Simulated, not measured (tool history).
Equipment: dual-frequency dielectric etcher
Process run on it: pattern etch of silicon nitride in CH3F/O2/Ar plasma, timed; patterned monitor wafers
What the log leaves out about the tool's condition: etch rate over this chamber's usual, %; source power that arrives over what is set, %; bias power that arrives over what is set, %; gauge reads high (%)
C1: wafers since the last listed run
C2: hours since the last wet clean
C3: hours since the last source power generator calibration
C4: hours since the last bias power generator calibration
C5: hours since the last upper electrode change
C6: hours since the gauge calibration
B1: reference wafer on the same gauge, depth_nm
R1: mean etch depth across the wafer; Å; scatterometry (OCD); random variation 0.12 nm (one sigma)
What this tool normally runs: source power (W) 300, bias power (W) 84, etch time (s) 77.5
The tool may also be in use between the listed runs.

{"run": 1, "hour": 0.0, "source power (W)": 300, "bias power (W)": 84, "etch time (s)": 77.5, "C1": 0, "C2": 404.8, "C3": 4458.1, "C4": 3928.2, "C5": 5523.7, "C6": 67.9, "B1": 49.3, "R1": 504}
{"run": 2, "hour": 8.6, "source power (W)": 300, "bias power (W)": 84, "etch time (s)": 77.5, "C1": 111, "C2": 413.4, "C3": 4466.7, "C4": 3936.8, "C5": 5532.3, "C6": 76.5, "B1": 49.3, "R1": 501}
{"run": 3, "hour": 20.7, "source power (W)": 350, "bias power (W)": 84, "etch time (s)": 77.5, "C1": 156, "C2": 425.5, "C3": 4478.8, "C4": 3948.9, "C5": 5544.4, "C6": 88.6, "B1": 49.3, "R1": 525}
{"run": 4, "hour": 28.8, "source power (W)": 350, "bias power (W)": 84, "etch time (s)": 77.5, "C1": 104, "C2": 433.6, "C3": 4486.9, "C4": 3957, "C5": 5552.5, "C6": 96.7, "B1": 49.3, "R1": 526}
{"run": 5, "hour": 39.0, "source power (W)": 300, "bias power (W)": 84, "etch time (s)": 87, "C1": 131, "C2": 443.8, "C3": 4497.1, "C4": 3967.2, "C5": 5562.7, "C6": 106.9, "B1": 49.3, "R1": 560}
{"run": 6, "hour": 53.3, "source power (W)": 300, "bias power (W)": 84, "etch time (s)": 87, "C1": 185, "C2": 458.1, "C3": 4511.4, "C4": 3981.5, "C5": 5577, "C6": 121.2, "B1": 49.3, "R1": 559}
{"hour": 57.1, "done": "gauge calibrated"}
{"run": 7, "hour": 60.7, "source power (W)": 300, "bias power (W)": 84, "etch time (s)": 87, "C1": 95, "C2": 465.5, "C3": 4518.8, "C4": 3988.9, "C5": 5584.4, "C6": 3.6, "B1": 49.3, "R1": 560}
{"hour": 74.7, "done": "source power generator calibrated"}
{"hour": 86.0, "done": "bias power generator calibrated"}
{"hour": 87.5, "done": "wet clean of the chamber"}
{"hour": 102.4, "done": "upper electrode replaced"}
{"run": 8, "hour": 102.9, "source power (W)": 330, "bias power (W)": 84, "etch time (s)": 77.5, "C1": 230, "C2": 15.4, "C3": 28.2, "C4": 16.9, "C5": 0.5, "C6": 45.8, "B1": 49.3, "R1": 542}
{"run": 9, "hour": 103.2, "source power (W)": 360, "bias power (W)": 69, "etch time (s)": 77.5, "C1": 3, "C2": 15.7, "C3": 28.5, "C4": 17.2, "C5": 0.8, "C6": 46.1, "B1": 49.3, "R1": 525}
{"run": 10, "hour": 103.6, "source power (W)": 360, "bias power (W)": 69, "etch time (s)": 77.5, "C1": 5, "C2": 16.1, "C3": 28.9, "C4": 17.6, "C5": 1.2, "C6": 46.5, "B1": 49.3, "R1": 523}
{"run": 11, "hour": 103.9, "source power (W)": 360, "bias power (W)": 69, "etch time (s)": 77.5, "C1": 3, "C2": 16.4, "C3": 29.2, "C4": 17.9, "C5": 1.5, "C6": 46.8, "B1": 49.3, "R1": 524}
{"run": 12, "hour": 108.4, "source power (W)": 300, "bias power (W)": 96, "etch time (s)": 77.5, "C1": 58, "C2": 20.9, "C3": 33.7, "C4": 22.4, "C5": 6, "C6": 51.3, "B1": 49.3, "R1": 548}
{"run": 13, "hour": 125.9, "source power (W)": 300, "bias power (W)": 71, "etch time (s)": 77.5, "C1": 226, "C2": 38.4, "C3": 51.2, "C4": 39.9, "C5": 23.5, "C6": 68.8, "B1": 49.3, "R1": 499}
{"run": 14, "hour": 140.0, "source power (W)": 370, "bias power (W)": 99, "etch time (s)": 84.5, "C1": 182, "C2": 52.5, "C3": 65.3, "C4": 54, "C5": 37.6, "C6": 82.9, "B1": 49.3, "R1": 646}
{"run": 15, "hour": 153.6, "source power (W)": 260, "bias power (W)": 77, "etch time (s)": 67, "C1": 175, "C2": 66.1, "C3": 78.9, "C4": 67.6, "C5": 51.2, "C6": 96.5, "B1": 49.3, "R1": 422}
{"run": 16, "hour": 161.3, "source power (W)": 300, "bias power (W)": 84, "etch time (s)": 77.5, "C1": 99, "C2": 73.8, "C3": 86.6, "C4": 75.3, "C5": 58.9, "C6": 104.2, "B1": 49.3, "R1": 523}
{"run": 17, "hour": 168.0, "source power (W)": 300, "bias power (W)": 84, "etch time (s)": 77.5, "C1": 86, "C2": 80.5, "C3": 93.3, "C4": 82, "C5": 65.6, "C6": 110.9, "B1": 49.3, "R1": 522}
{"hour": 172.1, "done": "gauge calibrated"}
{"run": 18, "hour": 176.4, "source power (W)": 350, "bias power (W)": 71, "etch time (s)": 93.5, "C1": 108, "C2": 88.9, "C3": 101.7, "C4": 90.4, "C5": 74, "C6": 4.3, "B1": 49.3, "R1": 628}
{"run": 19, "hour": 185.8, "source power (W)": 300, "bias power (W)": 99, "etch time (s)": 66.5, "C1": 121, "C2": 98.3, "C3": 111.1, "C4": 99.8, "C5": 83.4, "C6": 13.7, "B1": 49.3, "R1": 473}
{"run": 20, "hour": 192.4, "source power (W)": 300, "bias power (W)": 78, "etch time (s)": 77.5, "C1": 85, "C2": 104.9, "C3": 117.7, "C4": 106.4, "C5": 90, "C6": 20.3, "B1": 49.3, "R1": 508}
{"run": 21, "hour": 204.8, "source power (W)": 360, "bias power (W)": 84, "etch time (s)": 77.5, "C1": 160, "C2": 117.3, "C3": 130.1, "C4": 118.8, "C5": 102.4, "C6": 32.7, "B1": 49.3, "R1": 551}
{"run": 22, "hour": 216.2, "source power (W)": 300, "bias power (W)": 84, "etch time (s)": 57, "C1": 147, "C2": 128.7, "C3": 141.5, "C4": 130.2, "C5": 113.8, "C6": 44.1, "B1": 49.3, "R1": 383}

What would each run have given without the hidden state, its run-to-run variation left as it was?
run=1 R1=527
run=2 R1=525
run=3 R1=550
run=4 R1=552
run=5 R1=589
run=6 R1=588
run=7 R1=590
run=8 R1=541
run=9 R1=523
run=10 R1=521
run=11 R1=522
run=12 R1=547
run=13 R1=498
run=14 R1=646
run=15 R1=423
run=16 R1=525
run=17 R1=524
run=18 R1=630
run=19 R1=476
run=20 R1=511
run=21 R1=555
run=22 R1=386

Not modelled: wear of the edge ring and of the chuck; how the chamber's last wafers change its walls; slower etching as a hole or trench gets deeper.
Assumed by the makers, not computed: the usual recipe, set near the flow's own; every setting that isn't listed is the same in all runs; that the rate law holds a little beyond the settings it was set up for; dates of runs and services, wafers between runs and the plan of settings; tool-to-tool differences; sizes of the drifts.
